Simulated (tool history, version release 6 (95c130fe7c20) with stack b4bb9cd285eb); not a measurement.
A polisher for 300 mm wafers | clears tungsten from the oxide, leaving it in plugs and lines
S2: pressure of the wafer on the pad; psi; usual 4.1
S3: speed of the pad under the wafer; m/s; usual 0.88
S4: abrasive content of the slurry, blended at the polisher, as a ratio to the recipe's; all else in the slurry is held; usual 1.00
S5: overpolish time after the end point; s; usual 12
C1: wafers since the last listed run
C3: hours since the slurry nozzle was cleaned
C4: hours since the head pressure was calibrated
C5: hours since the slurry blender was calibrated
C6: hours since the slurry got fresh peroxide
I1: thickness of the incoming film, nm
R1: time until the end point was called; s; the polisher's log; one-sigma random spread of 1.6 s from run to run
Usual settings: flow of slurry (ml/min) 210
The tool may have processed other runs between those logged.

Run 1, hour 0.0: usual settings; C1 0; wafers polished on this pad 2761; C3 31.8; C4 379.7; C5 90.6; C6 319.4; I1 355.2. Result: R1 103.8 s.
Run 2, hour 34.0: usual settings; C1 338; wafers polished on this pad 3099; C3 65.8; C4 413.7; C5 124.6; C6 353.4; I1 359.0. Result: R1 104.3 s.
Run 3, hour 92.7: usual settings; C1 584; wafers polished on this pad 3684; C3 124.5; C4 472.4; C5 183.3; C6 412.1; I1 359.2. Result: R1 108.0 s.
Run 4, hour 121.4: usual settings; C1 285; wafers polished on this pad 3970; C3 153.2; C4 501.1; C5 212.0; C6 440.8; I1 351.9. Result: R1 105.9 s.
At hour 150.0: slurry tank refilled with fresh slurry and peroxide.
Run 5, hour 165.7: usual settings but S2 3.6 psi; C1 431; wafers polished on this pad 4401; C3 197.5; C4 545.4; C5 256.3; C6 15.7; I1 356.6. Result: R1 125.6 s.
At hour 219.0: worn pad replaced by a new one.
Run 6, hour 219.5: usual settings but S3 0.72 m/s, S5 7 s; C1 496; wafers polished on this pad 4; C3 251.3; C4 599.2; C5 310.1; C6 69.5; I1 361.4. Result: R1 133.4 s.
Run 7, hour 265.1: usual settings; C1 454; wafers polished on this pad 458; C3 296.9; C4 644.8; C5 355.7; C6 115.1; I1 356.7. Result: R1 110.6 s.
At hour 360.8: slurry blender recalibrated.
Run 8, hour 472.0: usual settings but flow of slurry (ml/min) 265, S4 0.80; C1 2041; wafers polished on this pad 2500; C3 503.8; C4 851.7; C5 111.2; C6 322.0; I1 364.8. Result: R1 111.2 s.
Run 9, hour 496.4: usual settings but flow of slurry (ml/min) 275, S2 2.8 psi, S4 0.75, S5 5 s; C1 243; wafers polished on this pad 2743; C3 528.2; C4 876.1; C5 135.6; C6 346.4; I1 366.8. Result: R1 162.6 s.
Run 10, hour 544.1: usual settings but S3 0.68 m/s; C1 475; wafers polished on this pad 3218; C3 575.9; C4 923.8; C5 183.3; C6 394.1; I1 360.5. Result: R1 139.5 s.
Run 11, hour 583.1: usual settings; C1 388; wafers polished on this pad 3607; C3 614.9; C4 962.8; C5 222.3; C6 433.1; I1 361.7. Result: R1 110.1 s.
At hour 584.9: slurry tank refilled with fresh slurry and peroxide.
At hour 604.7: worn pad replaced by a new one.
Run 12, hour 615.4: usual settings but flow of slurry (ml/min) 235, S3 0.72 m/s; C1 271; wafers polished on this pad 106; C3 647.2; C4 995.1; C5 254.6; C6 30.5; I1 363.1. Result: R1 130.2 s.
Run 13, hour 664.3: usual settings but flow of slurry (ml/min) 160, S2 5.0 psi; C1 487; wafers polished on this pad 593; C3 696.1; C4 1044.0; C5 303.5; C6 79.4; I1 362.2. Result: R1 91.2 s.
Run 14, hour 734.6: usual settings; C1 700; wafers polished on this pad 1293; C3 766.4; C4 1114.3; C5 373.8; C6 149.7; I1 358.2. Result: R1 107.8 s.
At hour 767.8: head pressure recalibrated.
Run 15, hour 790.5: usual settings; C1 536; wafers polished on this pad 1830; C3 822.3; C4 22.7; C5 429.7; C6 205.6; I1 356.3. Result: R1 109.2 s.
At hour 808.5: slurry nozzle cleaned.
At hour 829.1: slurry blender recalibrated.
Run 16, hour 838.0: usual settings but flow of slurry (ml/min) 265, S4 0.90, S5 5 s; C1 443; wafers polished on this pad 2274; C3 29.5; C4 70.2; C5 8.9; C6 253.1; I1 359.5. Result: R1 101.5 s.
Run 17, hour 864.7: usual settings but flow of slurry (ml/min) 165, S5 8 s; C1 266; wafers polished on this pad 2540; C3 56.2; C4 96.9; C5 35.6; C6 279.8; I1 353.9. Result: R1 106.3 s.
Run 18, hour 918.1: usual settings but flow of slurry (ml/min) 165, S2 3.4 psi, S3 0.74 m/s; C1 532; wafers polished on this pad 3072; C3 109.6; C4 150.3; C5 89.0; C6 333.2; I1 363.5. Result: R1 160.2 s.
Run 19, hour 982.4: usual settings; C1 640; wafers polished on this pad 3712; C3 173.9; C4 214.6; C5 153.3; C6 397.5; I1 358.9. Result: R1 107.2 s.
At hour 995.8: slurry tank refilled with fresh slurry and peroxide.
Run 20, hour 1021.2: usual settings but S2 2.9 psi, S3 1.12 m/s, S4 0.70; C1 376; wafers polished on this pad 4089; C3 212.7; C4 253.4; C5 192.1; C6 25.4; I1 359.0. Result: R1 128.2 s.
At hour 1032.4: worn pad replaced by a new one.
Run 21, hour 1066.1: usual settings but flow of slurry (ml/min) 255, S3 1.10 m/s; C1 407; wafers polished on this pad 335; C3 257.6; C4 298.3; C5 237.0; C6 70.3; I1 358.4. Result: R1 82.7 s.
Run 22, hour 1125.5: usual settings but flow of slurry (ml/min) 160, S3 1.02 m/s, S4 1.10, S5 8 s; C1 591; wafers polished on this pad 927; C3 317.0; C4 357.7; C5 296.4; C6 129.7; I1 359.1. Result: R1 95.0 s.
Run 23, hour 1171.5: usual settings; C1 458; wafers polished on this pad 1385; C3 363.0; C4 403.7; C5 342.4; C6 175.7; I1 363.9. Result: R1 113.5 s.
Run 24, hour 1225.7: usual settings but flow of slurry (ml/min) 175, S2 5.0 psi, S4 1.25, S5 18 s; C1 539; wafers polished on this pad 1925; C3 417.2; C4 457.9; C5 396.6; C6 229.9; I1 363.0. Result: R1 88.1 s.
At hour 1233.1: slurry blender recalibrated.
Run 25, hour 1266.7: usual settings but S2 3.3 psi, S4 1.20; C1 388; wafers polished on this pad 2314; C3 458.2; C4 498.9; C5 33.6; C6 270.9; I1 354.9. Result: R1 123.9 s.
Run 26, hour 1321.6: usual settings; C1 546; wafers polished on this pad 2861; C3 513.1; C4 553.8; C5 88.5; C6 325.8; I1 352.2. Result: R1 104.8 s.
At hour 1378.7: slurry tank refilled with fresh slurry and peroxide.
Run 27, hour 1382.7: usual settings; C1 598; wafers polished on this pad 3460; C3 574.2; C4 614.9; C5 149.6; C6 4.0; I1 357.7. Result: R1 110.9 s.

Branching from run 27: 3 alternative next runs. What would each branch give?
Run A, hour 1383.2: usual settings but flow of slurry (ml/min) 140; C1 4; wafers polished on this pad 3465; C3 574.7; C4 615.4; C5 150.1; C6 4.5; I1 365.8. Result: R1 ?.
Run B, hour 1383.2: usual settings but S2 5.0 psi, S3 1.08 m/s, S4 1.20; C1 4; wafers polished on this pad 3465; C3 574.7; C4 615.4; C5 150.1; C6 4.5; I1 365.8. Result: R1 ?.
Run C, hour 1383.2: usual settings but S2 3.5 psi, S5 18 s; C1 4; wafers polished on this pad 3465; C3 574.7; C4 615.4; C5 150.1; C6 4.5; I1 365.8. Result: R1 ?.

run     R1
  A  120.1
  B   73.6
  C  133.6
With the hidden condition removed and each run's random variation left untouched, the same runs would have given:
run     R1
  A  112.4
  B   68.9
  C  125.0
